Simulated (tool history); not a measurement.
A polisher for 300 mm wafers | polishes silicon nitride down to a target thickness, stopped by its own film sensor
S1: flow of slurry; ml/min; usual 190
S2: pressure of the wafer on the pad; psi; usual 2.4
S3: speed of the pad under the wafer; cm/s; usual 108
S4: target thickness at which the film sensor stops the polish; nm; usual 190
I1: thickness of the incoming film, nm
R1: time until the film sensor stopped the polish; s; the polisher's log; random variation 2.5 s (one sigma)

run 1 hour=0.0 | S1=190 S2=2.4 S3=108 S4=190 | I1=326.2 | R1=138.8
run 2 hour=67.1 | S1=190 S2=2.8 S3=108 S4=190 | I1=329.7 | R1=121.7
run 3 hour=152.1 | S1=190 S2=2.8 S3=108 S4=190 | I1=329.6 | R1=120.2
-- hour=178.4 worn pad replaced by a new one
-- hour=212.8 slurry nozzle cleaned
run 4 hour=234.4 | S1=190 S2=2.4 S3=108 S4=190 | I1=327.6 | R1=127.9
run 5 hour=321.2 | S1=190 S2=2.4 S3=86 S4=190 | I1=333.8 | R1=165.3
run 6 hour=365.3 | S1=190 S2=2.4 S3=86 S4=190 | I1=329.2 | R1=163.2
run 7 hour=401.9 | S1=190 S2=2.4 S3=108 S4=190 | I1=333.3 | R1=141.6
run 8 hour=440.7 | S1=190 S2=2.4 S3=108 S4=190 | I1=328.8 | R1=135.9
run 9 hour=519.6 | S1=190 S2=2.4 S3=108 S4=190 | I1=330.6 | R1=136.7
-- hour=545.5 head pressure recalibrated
run 10 hour=594.4 | S1=190 S2=2.4 S3=108 S4=190 | I1=329.3 | R1=134.4
-- hour=611.7 worn pad replaced by a new one
run 11 hour=684.0 | S1=190 S2=2.4 S3=108 S4=190 | I1=326.1 | R1=142.6
run 12 hour=784.4 | S1=190 S2=2.4 S3=108 S4=190 | I1=333.0 | R1=156.0
run 13 hour=888.7 | S1=190 S2=2.4 S3=108 S4=190 | I1=327.6 | R1=148.1
-- hour=916.8 worn pad replaced by a new one, repeated, since the last time left the tool worse
run 14 hour=982.5 | S1=190 S2=2.4 S3=108 S4=190 | I1=324.5 | R1=124.8
run 15 hour=1029.4 | S1=190 S2=2.4 S3=108 S4=190 | I1=333.1 | R1=136.8
run 16 hour=1074.2 | S1=130 S2=1.7 S3=108 S4=228 | I1=329.7 | R1=128.4
-- hour=1114.7 slurry nozzle cleaned
run 17 hour=1130.3 | S1=190 S2=2.4 S3=128 S4=217 | I1=329.2 | R1=93.2
run 18 hour=1223.8 | S1=190 S2=2.4 S3=108 S4=190 | I1=333.9 | R1=139.1
run 19 hour=1266.7 | S1=170 S2=2.4 S3=118 S4=190 | I1=335.5 | R1=133.7
run 20 hour=1325.9 | S1=150 S2=2.7 S3=108 S4=190 | I1=329.8 | R1=131.1
-- hour=1352.1 worn pad replaced by a new one
-- hour=1354.4 head pressure recalibrated
run 21 hour=1381.9 | S1=230 S2=2.1 S3=108 S4=231 | I1=330.4 | R1=100.0
run 22 hour=1438.4 | S1=190 S2=1.6 S3=108 S4=147 | I1=334.9 | R1=249.2
run 23 hour=1521.7 | S1=235 S2=2.4 S3=84 S4=149 | I1=332.2 | R1=210.6
run 24 hour=1621.8 | S1=190 S2=2.4 S3=108 S4=190 | I1=328.4 | R1=136.3
run 25 hour=1696.8 | S1=190 S2=2.4 S3=142 S4=190 | I1=324.2 | R1=107.1
run 26 hour=1739.1 | S1=190 S2=2.4 S3=108 S4=190 | I1=330.4 | R1=137.1
-- hour=1795.3 worn pad replaced by a new one
run 27 hour=1818.4 | S1=190 S2=2.4 S3=108 S4=174 | I1=330.9 | R1=147.0
run 28 hour=1918.1 | S1=240 S2=2.9 S3=136 S4=190 | I1=325.7 | R1=92.6
run 29 hour=2007.5 | S1=255 S2=2.4 S3=108 S4=190 | I1=330.8 | R1=133.6
-- hour=2031.5 slurry nozzle cleaned
run 30 hour=2049.9 | S1=225 S2=2.6 S3=108 S4=190 | I1=331.4 | R1=123.1

Forecast each of these 3 alternatives for the next run:
run A hour=2050.4 | S1=190 S2=2.4 S3=108 S4=190 | I1=331.6 | R1=?
run B hour=2050.4 | S1=240 S2=2.4 S3=108 S4=190 | I1=331.6 | R1=?
run C hour=2050.4 | S1=230 S2=2.8 S3=126 S4=148 | I1=331.6 | R1=?

run=A R1=138.0
run=B R1=135.3
run=C R1=138.2
Without the tool's hidden state the same runs would have given:
run=A R1=130.3
run=B R1=127.8
run=C R1=130.6
